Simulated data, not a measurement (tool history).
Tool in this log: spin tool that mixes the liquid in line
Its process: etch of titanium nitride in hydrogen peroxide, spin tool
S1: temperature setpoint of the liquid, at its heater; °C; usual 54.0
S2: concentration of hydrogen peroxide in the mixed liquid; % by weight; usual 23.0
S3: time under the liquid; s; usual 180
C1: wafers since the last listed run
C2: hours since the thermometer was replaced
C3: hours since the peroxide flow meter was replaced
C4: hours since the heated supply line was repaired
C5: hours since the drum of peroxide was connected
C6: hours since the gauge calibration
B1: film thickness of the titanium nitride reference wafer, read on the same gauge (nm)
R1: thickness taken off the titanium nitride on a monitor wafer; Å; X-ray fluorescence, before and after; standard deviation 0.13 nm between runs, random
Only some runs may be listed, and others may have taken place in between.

run	day	S1	S2	S3	C1	C2	C3	C4	C5	C6	B1	R1
1	0.000	54.0	21.0	95	0	1550.8	1205.9	3824.6	53.5	869.2	99.98	48.1
2	0.838	54.0	21.0	95	184	1570.9	1226.0	3844.7	73.6	889.3	99.99	47.1
3	1.938	54.0	23.0	180	242	1597.3	1252.4	3871.1	100.0	915.7	100.02	91.1
4	2.725	48.5	28.5	210	173	1616.2	1271.3	3890.0	118.9	934.6	100.00	74.1
5	3.371	54.0	23.0	75	142	1631.7	1286.8	3905.5	134.4	950.1	99.99	37.2
6	4.508	54.0	23.0	180	250	1659.0	1314.1	3932.8	161.7	977.4	100.02	90.6
7	5.425	45.5	23.0	245	201	1681.0	1336.1	3954.8	183.7	999.4	99.99	65.3
8	6.042	57.5	28.0	135	135	1695.8	1350.9	3969.6	198.5	1014.2	100.00	91.7
9	7.071	54.0	28.0	180	226	1720.5	1375.6	3994.3	223.2	1038.9	100.02	93.7
10	8.004	59.5	23.0	285	205	1742.9	1398.0	4016.7	245.6	1061.3	100.01	212.2
# day 10.712: heated supply line repaired
11	11.979	51.5	23.0	180	865	1838.3	1493.4	30.4	341.0	1156.7	100.00	90.8
# day 13.046: peroxide flow meter replaced
# day 14.492: gauge calibrated
12	16.317	54.0	23.0	180	945	1942.4	78.5	134.5	445.1	43.8	100.01	107.5
13	17.388	62.5	23.0	180	235	1968.1	104.2	160.2	470.8	69.5	99.99	193.7
14	18.088	57.5	17.0	180	154	1984.9	121.0	177.0	487.6	86.3	100.00	129.7
15	19.038	54.0	23.0	255	209	2007.7	143.8	199.8	510.4	109.1	100.00	149.0
# day 22.946: thermometer replaced
16	23.133	60.5	26.5	180	892	4.5	242.1	298.1	608.7	207.4	100.00	195.5
17	23.833	54.0	23.0	180	154	21.3	258.9	314.9	625.5	224.2	99.99	121.7
18	25.196	58.5	17.5	180	299	54.0	291.6	347.6	658.2	256.9	100.01	155.4
19	29.254	54.0	23.0	180	893	151.4	389.0	445.0	755.6	354.3	100.00	118.4
20	29.804	48.5	20.0	240	121	164.6	402.2	458.2	768.8	367.5	100.00	103.5
21	30.683	49.0	23.0	110	193	185.7	423.3	479.3	789.9	388.6	100.01	50.5
22	32.096	54.0	23.0	180	310	219.6	457.2	513.2	823.8	422.5	99.97	118.8
23	33.442	47.0	23.0	90	296	251.9	489.5	545.5	856.1	454.8	99.99	35.8
24	34.304	54.0	23.0	135	189	272.6	510.2	566.2	876.8	475.5	100.00	87.6
25	35.592	47.0	23.0	105	283	303.5	541.1	597.1	907.7	506.4	100.01	41.3

Hidden state, per run?
peroxide flow above the setpoint (%): 0 at every run
peroxide weaker than its label (%): 0 at every run
gauge reads high (%): 0 at every run
H1: liquid colder than its thermometer reads (K)
H2: temperature lost on the way to the wafer (K)
run	H1	H2
1	1.4	3.2
2	1.42	3.22
3	1.44	3.24
4	1.46	3.25
5	1.47	3.26
6	1.49	3.28
7	1.51	3.3
8	1.53	3.31
9	1.55	3.33
10	1.57	3.34
11	1.65	0.469
12	1.74	0.545
13	1.76	0.564
14	1.78	0.576
15	1.8	0.593
16	0.135	0.664
17	0.15	0.677
18	0.178	0.701
19	0.263	0.772
20	0.274	0.781
21	0.293	0.797
22	0.322	0.821
23	0.35	0.845
24	0.368	0.86
25	0.395	0.883

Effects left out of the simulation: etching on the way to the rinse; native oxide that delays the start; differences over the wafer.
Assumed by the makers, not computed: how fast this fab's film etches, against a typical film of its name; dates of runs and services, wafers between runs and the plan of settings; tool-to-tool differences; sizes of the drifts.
